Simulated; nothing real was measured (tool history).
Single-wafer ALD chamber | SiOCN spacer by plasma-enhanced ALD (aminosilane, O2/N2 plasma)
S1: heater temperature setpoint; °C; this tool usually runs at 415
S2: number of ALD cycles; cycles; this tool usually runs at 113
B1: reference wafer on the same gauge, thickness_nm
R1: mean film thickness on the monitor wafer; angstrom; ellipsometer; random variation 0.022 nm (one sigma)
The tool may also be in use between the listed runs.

{"run": 1, "day": 0.0, "S1": 415, "S2": 113, "B1": 6.991, "R1": 60.99}
{"run": 2, "day": 1.983, "S1": 415, "S2": 113, "B1": 6.996, "R1": 60.49}
{"run": 3, "day": 3.0, "S1": 415, "S2": 113, "B1": 6.974, "R1": 60.8}
{"run": 4, "day": 4.721, "S1": 415, "S2": 113, "B1": 6.976, "R1": 61.06}
{"run": 5, "day": 6.075, "S1": 415, "S2": 113, "B1": 6.97, "R1": 61.17}
{"run": 6, "day": 8.821, "S1": 415, "S2": 113, "B1": 6.986, "R1": 60.9}
{"run": 7, "day": 11.388, "S1": 415, "S2": 113, "B1": 6.988, "R1": 61.26}
{"run": 8, "day": 13.504, "S1": 415, "S2": 113, "B1": 6.982, "R1": 61.01}
{"run": 9, "day": 14.821, "S1": 415, "S2": 113, "B1": 6.972, "R1": 60.98}
{"run": 10, "day": 17.046, "S1": 415, "S2": 106, "B1": 6.98, "R1": 57.08}
{"run": 11, "day": 18.312, "S1": 415, "S2": 106, "B1": 6.981, "R1": 57.13}
{"run": 12, "day": 20.296, "S1": 415, "S2": 106, "B1": 6.978, "R1": 56.78}
{"run": 13, "day": 21.446, "S1": 424, "S2": 113, "B1": 6.979, "R1": 58.66}
{"run": 14, "day": 23.55, "S1": 424, "S2": 113, "B1": 6.975, "R1": 58.8}
{"run": 15, "day": 25.538, "S1": 424, "S2": 113, "B1": 6.994, "R1": 58.74}
{"run": 16, "day": 28.325, "S1": 415, "S2": 113, "B1": 6.979, "R1": 60.82}
{"run": 17, "day": 29.446, "S1": 410, "S2": 113, "B1": 6.983, "R1": 61.88}
{"run": 18, "day": 30.917, "S1": 410, "S2": 113, "B1": 6.976, "R1": 62.06}
{"run": 19, "day": 32.65, "S1": 410, "S2": 113, "B1": 6.967, "R1": 61.75}
{"run": 20, "day": 35.112, "S1": 415, "S2": 113, "B1": 6.988, "R1": 60.56}
{"run": 21, "day": 36.625, "S1": 415, "S2": 113, "B1": 6.97, "R1": 60.67}
{"run": 22, "day": 39.1, "S1": 415, "S2": 113, "B1": 6.977, "R1": 60.87}
{"run": 23, "day": 42.05, "S1": 415, "S2": 113, "B1": 6.978, "R1": 60.76}
{"run": 24, "day": 44.858, "S1": 415, "S2": 113, "B1": 6.986, "R1": 60.27}
{"run": 25, "day": 47.442, "S1": 406, "S2": 103, "B1": 6.992, "R1": 56.96}
{"run": 26, "day": 49.871, "S1": 428, "S2": 96, "B1": 6.97, "R1": 48.76}
{"run": 27, "day": 52.167, "S1": 415, "S2": 113, "B1": 6.99, "R1": 60.68}
{"run": 28, "day": 53.8, "S1": 425, "S2": 94, "B1": 6.978, "R1": 48.67}
{"run": 29, "day": 62.471, "S1": 415, "S2": 132, "B1": 6.982, "R1": 70.32}
{"run": 30, "day": 65.438, "S1": 427, "S2": 95, "B1": 6.988, "R1": 48.46}
{"run": 31, "day": 67.267, "S1": 419, "S2": 113, "B1": 6.982, "R1": 59.12}
{"run": 32, "day": 69.958, "S1": 429, "S2": 122, "B1": 6.975, "R1": 61.27}
{"run": 33, "day": 71.162, "S1": 420, "S2": 121, "B1": 6.98, "R1": 63.1}
{"day": 72.858, "done": "thermocouple changed; heater temperature recalibrated"}
{"run": 34, "day": 73.104, "S1": 415, "S2": 113, "B1": 6.977, "R1": 61.38}
{"day": 79.571, "done": "gauge calibrated"}
{"run": 35, "day": 79.9, "S1": 415, "S2": 113, "B1": 6.993, "R1": 61.17}
{"run": 36, "day": 81.683, "S1": 415, "S2": 113, "B1": 6.976, "R1": 61.35}
{"run": 37, "day": 84.162, "S1": 423, "S2": 113, "B1": 6.987, "R1": 59.64}
{"run": 38, "day": 86.262, "S1": 415, "S2": 113, "B1": 6.979, "R1": 60.84}
{"run": 39, "day": 88.883, "S1": 404, "S2": 119, "B1": 6.991, "R1": 66.82}
{"run": 40, "day": 91.467, "S1": 415, "S2": 101, "B1": 6.977, "R1": 54.61}
{"run": 41, "day": 92.638, "S1": 415, "S2": 113, "B1": 6.985, "R1": 61.35}
{"run": 42, "day": 94.542, "S1": 406, "S2": 103, "B1": 6.978, "R1": 57.44}
{"run": 43, "day": 96.012, "S1": 426, "S2": 99, "B1": 6.982, "R1": 51.57}
{"run": 44, "day": 97.538, "S1": 425, "S2": 130, "B1": 6.985, "R1": 67.95}
{"run": 45, "day": 99.962, "S1": 406, "S2": 103, "B1": 6.98, "R1": 57.7}
{"run": 46, "day": 101.025, "S1": 421, "S2": 134, "B1": 6.976, "R1": 71.37}

Consider 3 possible next runs. They are alternatives, not a sequence: every one starts from the tool as it was left by run 46. What does each give?
{"run": "A", "day": 101.05, "S1": 415, "S2": 95, "B1": "?", "R1": "?"}
{"run": "B", "day": 101.05, "S1": 421, "S2": 124, "B1": "?", "R1": "?"}
{"run": "C", "day": 101.05, "S1": 420, "S2": 127, "B1": "?", "R1": "?"}

run=A B1=6.986 R1=51.10
run=B B1=6.986 R1=65.26
run=C B1=6.986 R1=67.08
Stripped of hidden state, with their random variation kept, the same runs would have yielded:
run=A R1=51.20
run=B R1=65.39
run=C R1=67.22
